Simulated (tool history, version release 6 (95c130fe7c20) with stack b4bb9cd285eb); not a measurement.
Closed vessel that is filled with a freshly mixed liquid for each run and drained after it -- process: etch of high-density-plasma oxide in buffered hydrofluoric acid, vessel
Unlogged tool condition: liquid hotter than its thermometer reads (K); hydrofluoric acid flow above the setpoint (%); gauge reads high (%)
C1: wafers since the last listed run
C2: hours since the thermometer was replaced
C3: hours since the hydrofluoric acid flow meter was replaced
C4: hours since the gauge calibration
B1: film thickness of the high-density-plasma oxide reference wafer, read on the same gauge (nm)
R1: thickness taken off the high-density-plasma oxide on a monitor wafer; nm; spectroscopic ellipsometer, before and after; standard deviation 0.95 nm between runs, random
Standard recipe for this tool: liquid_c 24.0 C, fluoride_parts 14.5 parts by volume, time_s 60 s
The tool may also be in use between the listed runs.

{"run": 1, "hour": 0.0, "liquid_c": 24.0, "fluoride_parts": 14.5, "time_s": 60, "C1": 0, "C2": 351.3, "C3": 674.4, "C4": 2506.8, "B1": 80.0, "R1": 121.43}
{"run": 2, "hour": 68.2, "liquid_c": 26.0, "fluoride_parts": 14.5, "time_s": 60, "C1": 7099, "C2": 419.5, "C3": 742.6, "C4": 2575.0, "B1": 80.02, "R1": 136.95}
{"run": 3, "hour": 129.0, "liquid_c": 26.0, "fluoride_parts": 14.5, "time_s": 60, "C1": 6329, "C2": 480.3, "C3": 803.4, "C4": 2635.8, "B1": 80.01, "R1": 137.68}
{"run": 4, "hour": 202.4, "liquid_c": 26.0, "fluoride_parts": 14.5, "time_s": 60, "C1": 7641, "C2": 553.7, "C3": 876.8, "C4": 2709.2, "B1": 80.01, "R1": 136.91}
{"run": 5, "hour": 308.1, "liquid_c": 24.0, "fluoride_parts": 14.5, "time_s": 60, "C1": 11003, "C2": 659.4, "C3": 982.5, "C4": 2814.9, "B1": 80.0, "R1": 124.59}
{"run": 6, "hour": 408.0, "liquid_c": 26.5, "fluoride_parts": 14.5, "time_s": 80, "C1": 10400, "C2": 759.3, "C3": 1082.4, "C4": 2914.8, "B1": 79.99, "R1": 191.0}
{"run": 7, "hour": 488.4, "liquid_c": 24.0, "fluoride_parts": 14.5, "time_s": 60, "C1": 8370, "C2": 839.7, "C3": 1162.8, "C4": 2995.2, "B1": 80.01, "R1": 126.72}
{"run": 8, "hour": 545.4, "liquid_c": 24.0, "fluoride_parts": 14.5, "time_s": 60, "C1": 5933, "C2": 896.7, "C3": 1219.8, "C4": 3052.2, "B1": 80.0, "R1": 126.7}
{"hour": 568.6, "done": "gauge calibrated"}
{"run": 9, "hour": 584.7, "liquid_c": 24.0, "fluoride_parts": 10.5, "time_s": 60, "C1": 4091, "C2": 936.0, "C3": 1259.1, "C4": 16.1, "B1": 79.99, "R1": 178.13}
{"run": 10, "hour": 673.0, "liquid_c": 24.0, "fluoride_parts": 14.5, "time_s": 60, "C1": 9192, "C2": 1024.3, "C3": 1347.4, "C4": 104.4, "B1": 80.01, "R1": 130.23}
{"hour": 777.6, "done": "thermometer replaced"}
{"run": 11, "hour": 779.7, "liquid_c": 24.0, "fluoride_parts": 14.5, "time_s": 60, "C1": 11003, "C2": 2.1, "C3": 1454.1, "C4": 211.1, "B1": 79.99, "R1": 121.14}
{"hour": 864.4, "done": "hydrofluoric acid flow meter replaced"}
{"run": 12, "hour": 880.2, "liquid_c": 24.0, "fluoride_parts": 14.5, "time_s": 60, "C1": 10358, "C2": 102.6, "C3": 15.8, "C4": 311.6, "B1": 80.0, "R1": 117.19}
{"run": 13, "hour": 979.9, "liquid_c": 24.0, "fluoride_parts": 14.5, "time_s": 60, "C1": 10379, "C2": 202.3, "C3": 115.5, "C4": 411.3, "B1": 80.01, "R1": 121.75}
{"run": 14, "hour": 1074.0, "liquid_c": 24.0, "fluoride_parts": 14.5, "time_s": 60, "C1": 9796, "C2": 296.4, "C3": 209.6, "C4": 505.4, "B1": 80.0, "R1": 120.49}
{"run": 15, "hour": 1154.2, "liquid_c": 20.0, "fluoride_parts": 14.5, "time_s": 60, "C1": 8349, "C2": 376.6, "C3": 289.8, "C4": 585.6, "B1": 80.01, "R1": 96.78}
{"run": 16, "hour": 1193.5, "liquid_c": 21.5, "fluoride_parts": 18.0, "time_s": 30, "C1": 4091, "C2": 415.9, "C3": 329.1, "C4": 624.9, "B1": 80.02, "R1": 43.06}
{"run": 17, "hour": 1233.7, "liquid_c": 24.0, "fluoride_parts": 14.5, "time_s": 70, "C1": 4185, "C2": 456.1, "C3": 369.3, "C4": 665.1, "B1": 79.99, "R1": 141.84}
{"run": 18, "hour": 1275.9, "liquid_c": 26.5, "fluoride_parts": 20.0, "time_s": 70, "C1": 4393, "C2": 498.3, "C3": 411.5, "C4": 707.3, "B1": 80.0, "R1": 119.73}
{"run": 19, "hour": 1325.8, "liquid_c": 24.0, "fluoride_parts": 14.5, "time_s": 60, "C1": 5194, "C2": 548.2, "C3": 461.4, "C4": 757.2, "B1": 80.01, "R1": 122.92}
{"run": 20, "hour": 1410.9, "liquid_c": 28.5, "fluoride_parts": 17.0, "time_s": 40, "C1": 8859, "C2": 633.3, "C3": 546.5, "C4": 842.3, "B1": 80.0, "R1": 89.29}
{"run": 21, "hour": 1479.8, "liquid_c": 24.0, "fluoride_parts": 14.5, "time_s": 60, "C1": 7172, "C2": 702.2, "C3": 615.4, "C4": 911.2, "B1": 80.0, "R1": 126.13}
{"run": 22, "hour": 1534.6, "liquid_c": 26.5, "fluoride_parts": 12.5, "time_s": 35, "C1": 5704, "C2": 757.0, "C3": 670.2, "C4": 966.0, "B1": 79.99, "R1": 96.79}
{"run": 23, "hour": 1594.3, "liquid_c": 24.0, "fluoride_parts": 9.5, "time_s": 60, "C1": 6215, "C2": 816.7, "C3": 729.9, "C4": 1025.7, "B1": 79.99, "R1": 189.01}
{"run": 24, "hour": 1688.2, "liquid_c": 24.0, "fluoride_parts": 14.5, "time_s": 50, "C1": 9775, "C2": 910.6, "C3": 823.8, "C4": 1119.6, "B1": 80.0, "R1": 106.05}
{"run": 25, "hour": 1781.0, "liquid_c": 24.0, "fluoride_parts": 14.5, "time_s": 30, "C1": 9660, "C2": 1003.4, "C3": 916.6, "C4": 1212.4, "B1": 80.01, "R1": 64.44}
{"run": 26, "hour": 1888.5, "liquid_c": 24.0, "fluoride_parts": 14.5, "time_s": 60, "C1": 11191, "C2": 1110.9, "C3": 1024.1, "C4": 1319.9, "B1": 79.99, "R1": 129.01}
{"run": 27, "hour": 1934.3, "liquid_c": 19.0, "fluoride_parts": 14.5, "time_s": 60, "C1": 4767, "C2": 1156.7, "C3": 1069.9, "C4": 1365.7, "B1": 80.02, "R1": 98.93}
{"hour": 1990.3, "done": "thermometer replaced"}
{"run": 28, "hour": 2016.8, "liquid_c": 26.5, "fluoride_parts": 14.5, "time_s": 30, "C1": 8484, "C2": 26.5, "C3": 1152.4, "C4": 1448.2, "B1": 80.0, "R1": 69.95}
{"run": 29, "hour": 2088.5, "liquid_c": 28.0, "fluoride_parts": 12.5, "time_s": 60, "C1": 7464, "C2": 98.2, "C3": 1224.1, "C4": 1519.9, "B1": 79.99, "R1": 172.95}
{"run": 30, "hour": 2126.3, "liquid_c": 24.0, "fluoride_parts": 14.5, "time_s": 70, "C1": 3935, "C2": 136.0, "C3": 1261.9, "C4": 1557.7, "B1": 80.01, "R1": 142.1}
{"run": 31, "hour": 2181.5, "liquid_c": 24.0, "fluoride_parts": 10.5, "time_s": 40, "C1": 5746, "C2": 191.2, "C3": 1317.1, "C4": 1612.9, "B1": 79.99, "R1": 111.62}

What if the next run were any one of these 4? Each begins from the tool's condition after run 31:
{"run": "A", "hour": 2182.2, "liquid_c": 24.0, "fluoride_parts": 14.5, "time_s": 60, "C1": 72, "C2": 191.9, "C3": 1317.8, "C4": 1613.6, "B1": "?", "R1": "?"}
{"run": "B", "hour": 2182.2, "liquid_c": 27.5, "fluoride_parts": 14.5, "time_s": 85, "C1": 72, "C2": 191.9, "C3": 1317.8, "C4": 1613.6, "B1": "?", "R1": "?"}
{"run": "C", "hour": 2182.2, "liquid_c": 24.0, "fluoride_parts": 17.0, "time_s": 90, "C1": 72, "C2": 191.9, "C3": 1317.8, "C4": 1613.6, "B1": "?", "R1": "?"}
{"run": "D", "hour": 2182.2, "liquid_c": 19.5, "fluoride_parts": 19.0, "time_s": 40, "C1": 72, "C2": 191.9, "C3": 1317.8, "C4": 1613.6, "B1": "?", "R1": "?"}

run=A B1=80.00 R1=124.23
run=B B1=80.00 R1=212.50
run=C B1=80.00 R1=159.37
run=D B1=80.00 R1=49.48
Without the tool's hidden state the same runs would have given:
run=A R1=117.84
run=B R1=201.67
run=C R1=151.16
run=D R1=46.90
